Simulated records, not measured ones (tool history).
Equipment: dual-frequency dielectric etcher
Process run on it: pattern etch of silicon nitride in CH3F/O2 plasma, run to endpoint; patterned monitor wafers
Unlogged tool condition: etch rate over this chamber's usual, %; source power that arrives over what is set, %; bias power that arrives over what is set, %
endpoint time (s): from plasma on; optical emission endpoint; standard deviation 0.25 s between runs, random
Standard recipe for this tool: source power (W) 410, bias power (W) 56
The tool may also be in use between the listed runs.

run   hour  source power (W)  bias power (W)  wafers since the last listed run  hours since the last wet clean  hours since the last source power generator calibration  hours since the last bias power generator calibration  hours since the last upper electrode change  incoming incoming film thickness, nm  endpoint time (s)
  1    0.0               410              56                                 0                           131.7                                                   3889.2                                                 2985.5                                       1556.7                                  65.4               81.5
  2   20.8               410              56                               158                           152.5                                                   3910.0                                                 3006.3                                       1577.5                                  65.8               82.1
  3   34.6               410              56                               104                           166.3                                                   3923.8                                                 3020.1                                       1591.3                                  65.6               82.2
  4   46.5               410              56                                90                           178.2                                                   3935.7                                                 3032.0                                       1603.2                                  66.1               82.2
  5   64.3               410              65                               135                           196.0                                                   3953.5                                                 3049.8                                       1621.0                                  66.5               76.9
  6   79.7               340              66                               117                           211.4                                                   3968.9                                                 3065.2                                       1636.4                                  65.7               84.9
  7   95.8               340              66                               122                           227.5                                                   3985.0                                                 3081.3                                       1652.5                                  65.6               85.0
  8  102.7               410              56                                52                           234.4                                                   3991.9                                                 3088.2                                       1659.4                                  66.0               82.4
  9  109.6               410              56                                52                           241.3                                                   3998.8                                                 3095.1                                       1666.3                                  65.1               81.3
 10  119.3               410              56                                73                           251.0                                                   4008.5                                                 3104.8                                       1676.0                                  65.9               82.3
 11  167.2               410              56                               364                           298.9                                                   4056.4                                                 3152.7                                       1723.9                                  65.6               81.3
 12  185.2               410              61                               136                           316.9                                                   4074.4                                                 3170.7                                       1741.9                                  66.0               78.3
 13  195.9               410              56                                81                           327.6                                                   4085.1                                                 3181.4                                       1752.6                                  65.4               81.6
 14  208.3               410              56                                94                           340.0                                                   4097.5                                                 3193.8                                       1765.0                                  65.4               81.6
     216.7  -- bias power generator calibrated
 15  223.8               410              56                                87                           355.5                                                   4113.0                                                    7.1                                       1780.5                                  66.3               82.2
 16  235.5               410              56                                88                           367.2                                                   4124.7                                                   18.8                                       1792.2                                  66.1               81.9
 17  248.9               360              50                               101                           380.6                                                   4138.1                                                   32.2                                       1805.6                                  65.0               92.6
 18  263.2               480              61                               108                           394.9                                                   4152.4                                                   46.5                                       1819.9                                  65.2               70.7
 19  277.8               380              65                               111                           409.5                                                   4167.0                                                   61.1                                       1834.5                                  66.0               79.8
 20  290.7               410              56                                98                           422.4                                                   4179.9                                                   74.0                                       1847.4                                  66.2               81.8
     300.6  -- source power generator calibrated
 21  307.2               310              48                                95                           438.9                                                      6.6                                                   90.5                                       1863.9                                  65.7              106.4
 22  314.1               460              44                                52                           445.8                                                     13.5                                                   97.4                                       1870.8                                  65.6               85.2
     352.0  -- upper electrode replaced
     354.2  -- wet clean of the chamber
 23  354.7               410              56                               109                             0.5                                                     54.1                                                  138.0                                          2.7                                  65.1               81.6
 24  355.1               380              46                                 3                             0.9                                                     54.5                                                  138.4                                          3.1                                  65.7               96.3
 25  358.2               360              45                                23                             4.0                                                     57.6                                                  141.5                                          6.2                                  65.7              100.6
 26  375.1               350              49                               128                            20.9                                                     74.5                                                  158.4                                         23.1                                  64.6               95.9
 27  382.8               330              62                                58                            28.6                                                     82.2                                                  166.1                                         30.8                                  65.0               89.4
 28  400.7               340              69                               136                            46.5                                                    100.1                                                  184.0                                         48.7                                  65.8               84.1
 29  413.2               410              56                                95                            59.0                                                    112.6                                                  196.5                                         61.2                                  65.6               82.6
 30  423.5               450              52                                78                            69.3                                                    122.9                                                  206.8                                         71.5                                  65.8               81.1
 31  440.1               360              66                               126                            85.9                                                    139.5                                                  223.4                                         88.1                                  65.4               81.8
 32  448.5               470              64                                63                            94.3                                                    147.9                                                  231.8                                         96.5                                  65.7               71.1
 33  500.2               450              63                               393                           146.0                                                    199.6                                                  283.5                                        148.2                                  65.2               72.8
 34  510.1               410              56                                75                           155.9                                                    209.5                                                  293.4                                        158.1                                  66.3               82.7
 35  518.0               470              65                                60                           163.8                                                    217.4                                                  301.3                                        166.0                                  65.4               70.1
 36  529.1               320              52                                84                           174.9                                                    228.5                                                  312.4                                        177.1                                  65.6              100.6

Hidden state or all else? Some run-to-run changes of endpoint time (s), split into what the settings, what came in and random variation would give without the hidden state, and what is left for the hidden state (with any gauge scatter that isn't in both results):
Run 17 -> 18: source power (W) 360 -> 480, bias power (W) 50 -> 61. endpoint time (s) -21.9: hidden state +0.3, all else -22.2.
Run 20 -> 21: source power (W) 410 -> 310, bias power (W) 56 -> 48, source power generator calibrated. endpoint time (s) +24.6: hidden state -0.5, all else +25.1.
Run 22 -> 23: source power (W) 460 -> 410, bias power (W) 44 -> 56, upper electrode replaced, wet clean of the chamber. endpoint time (s) -3.6: hidden state +1.4, all else -5.0.
Run 35 -> 36: source power (W) 470 -> 320, bias power (W) 65 -> 52. endpoint time (s) +30.5: hidden state -0.2, all else +30.7.

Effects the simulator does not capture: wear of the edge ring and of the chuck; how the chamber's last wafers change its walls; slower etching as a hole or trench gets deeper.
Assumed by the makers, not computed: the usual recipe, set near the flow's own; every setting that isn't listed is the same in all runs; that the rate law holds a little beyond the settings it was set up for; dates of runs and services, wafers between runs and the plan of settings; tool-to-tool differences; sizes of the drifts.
